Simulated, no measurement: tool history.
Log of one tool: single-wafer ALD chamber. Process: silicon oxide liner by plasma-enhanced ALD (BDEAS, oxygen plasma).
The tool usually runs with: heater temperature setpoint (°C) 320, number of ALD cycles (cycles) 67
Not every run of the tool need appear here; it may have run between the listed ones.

run	hour	heater temperature setpoint (°C)	number of ALD cycles (cycles)	wafers since the last listed run	hours since the last thermocouple change	hours since the gauge calibration	read-back reference wafer on the same gauge, thickness_nm	mean film thickness on the monitor wafer (angstrom)
1	0	320	67	0	1060.7	370.2	5.466	57.99
2	13	320	67	48	1073.7	383.2	5.459	58.24
# hour 19.5: gauge calibrated
3	110.2	320	67	359	1170.9	90.7	5.518	59.02
4	131.9	320	67	80	1192.6	112.4	5.513	59.15
5	155.7	320	67	87	1216.4	136.2	5.509	58.76
6	188.3	320	67	120	1249	168.8	5.505	58.68
7	224.1	320	67	132	1284.8	204.6	5.5	58.73
8	253.2	320	67	107	1313.9	233.7	5.499	58.57
9	280	320	67	98	1340.7	260.5	5.497	58.54
10	314.6	320	67	127	1375.3	295.1	5.485	58.73
# hour 324.2: gauge calibrated
11	338.9	320	67	89	1399.6	14.7	5.554	59.08
12	372.4	320	67	123	1433.1	48.2	5.547	59.08
13	407.9	329	71	131	1468.6	83.7	5.538	62.09
14	434	325	74	96	1494.7	109.8	5.54	64.61
15	453.8	333	60	73	1514.5	129.6	5.532	51.73
16	467.1	320	67	49	1527.8	142.9	5.527	59.1
# hour 488.8: thermocouple changed; heater temperature recalibrated
17	490.8	324	73	57	2	166.6	5.526	63.78
18	517.1	325	74	97	28.3	192.9	5.524	64.49
19	533.7	320	80	61	44.9	209.5	5.521	70.57
20	568.2	320	78	127	79.4	244	5.515	68.34
21	600.4	331	78	118	111.6	276.2	5.505	67.33
22	613.2	320	56	47	124.4	289	5.512	48.85
23	634.9	329	67	80	146.1	310.7	5.501	58.05

Describe how what the log doesn't record of the tool's condition differs between the last listed run preceding each entry between runs and the first listed run following it.
Logged between run 2 and run 3: gauge calibrated (hour 19.5)
  gauge reads high (%): -1.55 -> -0.498
  measured less the result without the state, mean film thickness on the monitor wafer (angstrom): -0.92 -> -0.3
Logged between run 10 and run 11: gauge calibrated (hour 324.2)
  gauge reads high (%): -1.19 -> 0.105
  measured less the result without the state, mean film thickness on the monitor wafer (angstrom): -0.71 -> +0.06
Logged between run 16 and run 17: thermocouple changed; heater temperature recalibrated (hour 488.8)
  gauge reads high (%): -0.326 -> -0.406
  measured less the result without the state, mean film thickness on the monitor wafer (angstrom): -0.19 -> -0.26
